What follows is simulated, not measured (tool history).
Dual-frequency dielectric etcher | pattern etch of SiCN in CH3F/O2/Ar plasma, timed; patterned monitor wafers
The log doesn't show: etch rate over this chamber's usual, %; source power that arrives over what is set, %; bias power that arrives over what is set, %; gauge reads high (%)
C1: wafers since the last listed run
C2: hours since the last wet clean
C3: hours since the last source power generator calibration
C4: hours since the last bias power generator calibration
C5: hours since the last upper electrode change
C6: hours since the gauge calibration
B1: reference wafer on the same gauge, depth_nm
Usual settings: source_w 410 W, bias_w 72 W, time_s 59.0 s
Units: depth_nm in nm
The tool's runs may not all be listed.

{"run": 1, "hour": 0.0, "source_w": 490, "bias_w": 72, "time_s": 59.0, "C1": 0, "C2": 402.7, "C3": 4382.2, "C4": 3428.3, "C5": 3571.9, "C6": 109.5, "B1": 20.4, "depth_nm": 26.56}
{"run": 2, "hour": 19.8, "source_w": 490, "bias_w": 72, "time_s": 59.0, "C1": 165, "C2": 422.5, "C3": 4402.0, "C4": 3448.1, "C5": 3591.7, "C6": 129.3, "B1": 20.37, "depth_nm": 26.51}
{"run": 3, "hour": 33.2, "source_w": 410, "bias_w": 72, "time_s": 72.5, "C1": 112, "C2": 435.9, "C3": 4415.4, "C4": 3461.5, "C5": 3605.1, "C6": 142.7, "B1": 20.39, "depth_nm": 30.41}
{"run": 4, "hour": 46.7, "source_w": 410, "bias_w": 72, "time_s": 72.5, "C1": 113, "C2": 449.4, "C3": 4428.9, "C4": 3475.0, "C5": 3618.6, "C6": 156.2, "B1": 20.37, "depth_nm": 30.22}
{"run": 5, "hour": 61.7, "source_w": 410, "bias_w": 72, "time_s": 72.5, "C1": 125, "C2": 464.4, "C3": 4443.9, "C4": 3490.0, "C5": 3633.6, "C6": 171.2, "B1": 20.41, "depth_nm": 30.48}
{"hour": 104.6, "done": "wet clean of the chamber"}
{"run": 6, "hour": 105.1, "source_w": 410, "bias_w": 72, "time_s": 46.5, "C1": 162, "C2": 0.5, "C3": 4487.3, "C4": 3533.4, "C5": 3677.0, "C6": 214.6, "B1": 20.41, "depth_nm": 19.48}
{"hour": 143.3, "done": "source power generator calibrated"}
{"hour": 152.9, "done": "bias power generator calibrated"}
{"run": 7, "hour": 157.9, "source_w": 410, "bias_w": 72, "time_s": 46.5, "C1": 375, "C2": 53.3, "C3": 14.6, "C4": 5.0, "C5": 3729.8, "C6": 267.4, "B1": 20.41, "depth_nm": 19.52}
{"run": 8, "hour": 180.2, "source_w": 510, "bias_w": 65, "time_s": 59.0, "C1": 186, "C2": 75.6, "C3": 36.9, "C4": 27.3, "C5": 3752.1, "C6": 289.7, "B1": 20.37, "depth_nm": 25.61}
{"run": 9, "hour": 197.1, "source_w": 410, "bias_w": 72, "time_s": 69.5, "C1": 141, "C2": 92.5, "C3": 53.8, "C4": 44.2, "C5": 3769.0, "C6": 306.6, "B1": 20.41, "depth_nm": 29.0}
{"hour": 209.9, "done": "gauge calibrated"}
{"hour": 243.4, "done": "upper electrode replaced"}
{"run": 10, "hour": 243.9, "source_w": 490, "bias_w": 86, "time_s": 59.0, "C1": 191, "C2": 139.3, "C3": 100.6, "C4": 91.0, "C5": 0.5, "C6": 34.0, "B1": 20.4, "depth_nm": 29.27}
{"run": 11, "hour": 255.2, "source_w": 480, "bias_w": 55, "time_s": 76.0, "C1": 94, "C2": 150.6, "C3": 111.9, "C4": 102.3, "C5": 11.8, "C6": 45.3, "B1": 20.41, "depth_nm": 28.78}
{"run": 12, "hour": 272.6, "source_w": 510, "bias_w": 72, "time_s": 74.5, "C1": 145, "C2": 168.0, "C3": 129.3, "C4": 119.7, "C5": 29.2, "C6": 62.7, "B1": 20.39, "depth_nm": 34.02}
{"run": 13, "hour": 295.6, "source_w": 490, "bias_w": 86, "time_s": 59.0, "C1": 192, "C2": 191.0, "C3": 152.3, "C4": 142.7, "C5": 52.2, "C6": 85.7, "B1": 20.35, "depth_nm": 29.15}
{"run": 14, "hour": 322.1, "source_w": 410, "bias_w": 72, "time_s": 59.0, "C1": 222, "C2": 217.5, "C3": 178.8, "C4": 169.2, "C5": 78.7, "C6": 112.2, "B1": 20.39, "depth_nm": 24.62}
{"run": 15, "hour": 334.7, "source_w": 410, "bias_w": 72, "time_s": 59.0, "C1": 105, "C2": 230.1, "C3": 191.4, "C4": 181.8, "C5": 91.3, "C6": 124.8, "B1": 20.37, "depth_nm": 24.58}

The tool's hidden state at each run:
etch rate over this chamber's usual, %: 0 in every run
source power that arrives over what is set, %: 0 in every run
bias power that arrives over what is set, %: 0 in every run
gauge reads high (%): 0 in every run
